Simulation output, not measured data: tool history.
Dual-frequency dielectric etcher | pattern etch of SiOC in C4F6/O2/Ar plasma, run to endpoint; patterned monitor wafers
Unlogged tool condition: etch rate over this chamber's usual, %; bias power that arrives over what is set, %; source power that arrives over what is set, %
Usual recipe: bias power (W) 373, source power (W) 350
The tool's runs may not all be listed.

| run | hour | bias power (W) | source power (W) | wafers since the last listed run | hours since the last wet clean | hours since the last bias power generator calibration | hours since the last source power generator calibration | hours since the last upper electrode change | incoming incoming film thickness, nm | endpoint time (s) |
|---|---|---|---|---|---|---|---|---|---|---|
| 1 | 0.0 | 373 | 410 | 0 | 152.5 | 3563.4 | 2431.2 | 3560.9 | 51.0 | 17.5 |
| 2 | 13.9 | 373 | 410 | 301 | 166.4 | 3577.3 | 2445.1 | 3574.8 | 51.3 | 17.9 |
| 3 | 21.5 | 373 | 410 | 164 | 174.0 | 3584.9 | 2452.7 | 3582.4 | 51.1 | 17.7 |
| 4 | 28.9 | 326 | 350 | 160 | 181.4 | 3592.3 | 2460.1 | 3589.8 | 50.3 | 18.6 |
| 5 | 36.8 | 326 | 350 | 171 | 189.3 | 3600.2 | 2468.0 | 3597.7 | 50.5 | 18.8 |
| 6 | 43.1 | 403 | 350 | 136 | 195.6 | 3606.5 | 2474.3 | 3604.0 | 50.9 | 17.9 |
| 7 | 51.8 | 403 | 350 | 188 | 204.3 | 3615.2 | 2483.0 | 3612.7 | 50.8 | 18.1 |
| 8 | 59.3 | 403 | 350 | 162 | 211.8 | 3622.7 | 2490.5 | 3620.2 | 51.0 | 18.1 |
| 9 | 65.7 | 373 | 350 | 138 | 218.2 | 3629.1 | 2496.9 | 3626.6 | 50.8 | 18.3 |
| 10 | 74.5 | 373 | 350 | 190 | 227.0 | 3637.9 | 2505.7 | 3635.4 | 50.5 | 18.0 |
| 11 | 88.3 | 373 | 350 | 299 | 240.8 | 3651.7 | 2519.5 | 3649.2 | 51.0 | 18.4 |
| 12 | 124.5 | 373 | 350 | 785 | 277.0 | 3687.9 | 2555.7 | 3685.4 | 51.2 | 18.3 |
| 13 | 138.3 | 373 | 350 | 299 | 290.8 | 3701.7 | 2569.5 | 3699.2 | 50.7 | 18.4 |
|  | 158.5 | bias power generator calibrated |
| 14 | 159.0 | 303 | 350 | 362 | 311.5 | 0.5 | 2590.2 | 3719.9 | 51.2 | 19.3 |
| 15 | 173.4 | 303 | 350 | 312 | 325.9 | 14.9 | 2604.6 | 3734.3 | 51.0 | 19.1 |
| 16 | 188.8 | 373 | 350 | 334 | 341.3 | 30.3 | 2620.0 | 3749.7 | 50.8 | 18.2 |
| 17 | 202.3 | 373 | 350 | 292 | 354.8 | 43.8 | 2633.5 | 3763.2 | 50.6 | 17.8 |
| 18 | 217.8 | 373 | 350 | 336 | 370.3 | 59.3 | 2649.0 | 3778.7 | 50.3 | 18.0 |
| 19 | 233.7 | 373 | 350 | 344 | 386.2 | 75.2 | 2664.9 | 3794.6 | 50.5 | 17.8 |
| 20 | 243.9 | 411 | 270 | 221 | 396.4 | 85.4 | 2675.1 | 3804.8 | 50.8 | 18.9 |
| 21 | 253.4 | 373 | 270 | 206 | 405.9 | 94.9 | 2684.6 | 3814.3 | 50.9 | 19.7 |
| 22 | 265.2 | 373 | 350 | 256 | 417.7 | 106.7 | 2696.4 | 3826.1 | 51.0 | 18.1 |
| 23 | 276.1 | 291 | 420 | 236 | 428.6 | 117.6 | 2707.3 | 3837.0 | 50.7 | 18.0 |
|  | 309.3 | upper electrode replaced |
| 24 | 309.8 | 424 | 350 | 210 | 462.3 | 151.3 | 2741.0 | 0.5 | 50.8 | 17.2 |
| 25 | 321.9 | 373 | 350 | 262 | 474.4 | 163.4 | 2753.1 | 12.6 | 50.7 | 17.9 |
|  | 332.9 | source power generator calibrated |
|  | 351.3 | wet clean of the chamber |
| 26 | 351.8 | 445 | 350 | 162 | 0.5 | 193.3 | 18.9 | 42.5 | 51.0 | 17.9 |
| 27 | 352.1 | 286 | 350 | 6 | 0.8 | 193.6 | 19.2 | 42.8 | 51.0 | 20.2 |
| 28 | 352.4 | 373 | 350 | 6 | 1.1 | 193.9 | 19.5 | 43.1 | 50.9 | 18.9 |
| 29 | 355.2 | 407 | 350 | 60 | 3.9 | 196.7 | 22.3 | 45.9 | 50.9 | 18.5 |
| 30 | 364.3 | 373 | 290 | 197 | 13.0 | 205.8 | 31.4 | 55.0 | 50.8 | 19.9 |
| 31 | 376.3 | 373 | 350 | 260 | 25.0 | 217.8 | 43.4 | 67.0 | 50.8 | 18.5 |
| 32 | 422.0 | 373 | 350 | 991 | 70.7 | 263.5 | 89.1 | 112.7 | 50.9 | 19.0 |
| 33 | 437.2 | 373 | 320 | 329 | 85.9 | 278.7 | 104.3 | 127.9 | 50.9 | 19.4 |
| 34 | 446.5 | 298 | 350 | 201 | 95.2 | 288.0 | 113.6 | 137.2 | 50.9 | 19.4 |

Entry by entry between the runs, the difference in hidden state between the last listed run before and the first listed run after:
Between runs 13 and 14: bias power generator calibrated (hour 158.5)
  etch rate over this chamber's usual, %: 2.87 -> 3.11
  difference, measured minus the result without the unlogged condition, endpoint time (s): -0.5 -> -0.6
Between runs 23 and 24: upper electrode replaced (hour 309.3)
  etch rate over this chamber's usual, %: 4.42 -> 4.79
  difference, measured minus the result without the unlogged condition, endpoint time (s): -0.8 -> -0.9
Between runs 25 and 26: source power generator calibrated (hour 332.9); wet clean of the chamber (hour 351.3)
  etch rate over this chamber's usual, %: 4.93 -> -0.191
  difference, measured minus the result without the unlogged condition, endpoint time (s): -0.8 -> +0.0
